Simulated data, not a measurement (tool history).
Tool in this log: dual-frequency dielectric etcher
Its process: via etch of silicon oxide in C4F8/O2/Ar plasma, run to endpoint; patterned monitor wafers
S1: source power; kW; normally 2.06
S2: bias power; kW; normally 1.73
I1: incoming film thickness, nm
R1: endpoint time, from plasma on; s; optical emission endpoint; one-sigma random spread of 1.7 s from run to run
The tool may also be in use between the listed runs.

run   hour    S1     S2      I1     R1
  1      0  2.06  1.838  1611.8  329.6
  2     45  2.06  1.838  1597.3  323.2
  3   60.6  2.06  1.838  1599.6  321.7
  4   71.7  2.06   1.73  1599.8  329.7
  5   81.8   1.8   1.73  1590.5    351
  6   98.2  2.06   1.73  1616.3  333.9
  7  111.3  2.06   1.73  1604.2    331
  8  129.2  2.06   1.73  1594.6    330
  9  141.7  1.82   1.73  1594.2  348.9
 10  149.4  2.06   1.73  1598.7  324.5
 11  161.4  2.06   1.73  1606.4  329.3
 12  170.1  2.06   1.73  1604.3  330.6
 13  181.4  2.06   1.73  1607.8  330.8
 14  198.4  1.76   1.73  1614.5  360.7
 15  213.5  2.06   1.73  1592.4  326.1
 16  224.9  2.06  1.586  1583.5  337.5
 17  237.7  2.56  1.449  1583.8  311.4
     263.8  -- bias power generator calibrated
     275.8  -- upper electrode replaced
 18  276.3  2.26  2.111  1612.4  299.5
 19  276.8  1.57   1.73    1592  376.6
     285.6  -- source power generator calibrated
 20  297.7  2.06  1.838  1599.8  324.3
 21  311.4  2.55  1.622  1595.6    303
     345.7  -- wet clean of the chamber
 22  346.2  2.06   1.73  1598.4  327.2
 23  346.6   2.2   1.73  1605.2  323.5
 24  357.3  2.06   1.73  1590.9  326.2
 25  363.8  2.06   1.73  1595.6    329
 26  371.3   2.5  1.616  1603.7  309.9
 27  387.1  1.55  2.029    1615  366.2
 28    400  2.06   1.73  1582.7  324.5
 29  446.9  2.06   1.73  1603.1    328
 30  461.7  1.62   1.73  1595.8  373.1
 31  471.5  2.06   1.73  1596.9  328.4
 32  478.8  2.06  1.509  1601.5  343.3
 33  492.4  1.81   1.73  1601.4  348.2
 34  506.8  2.55  1.882  1593.1  284.5
 35  514.7  1.56  1.405  1613.5  406.8

Predict each of these 4 candidate next runs independently; none follows another, all start after run 35:
  A  515.2  2.06   1.73  1602.2   ?
  B  515.2   1.6  1.578  1602.2   ?
  C  515.2   2.4   1.73  1602.2   ?
  D  515.2  2.06  1.549  1602.2   ?

run     R1
  A  325.6
  B  380.6
  C  302.4
  D  336.8
Take away the tool's hidden state, keep each run's random variation, and the runs would have read:
run     R1
  A  325.6
  B  380.6
  C  302.4
  D  336.8
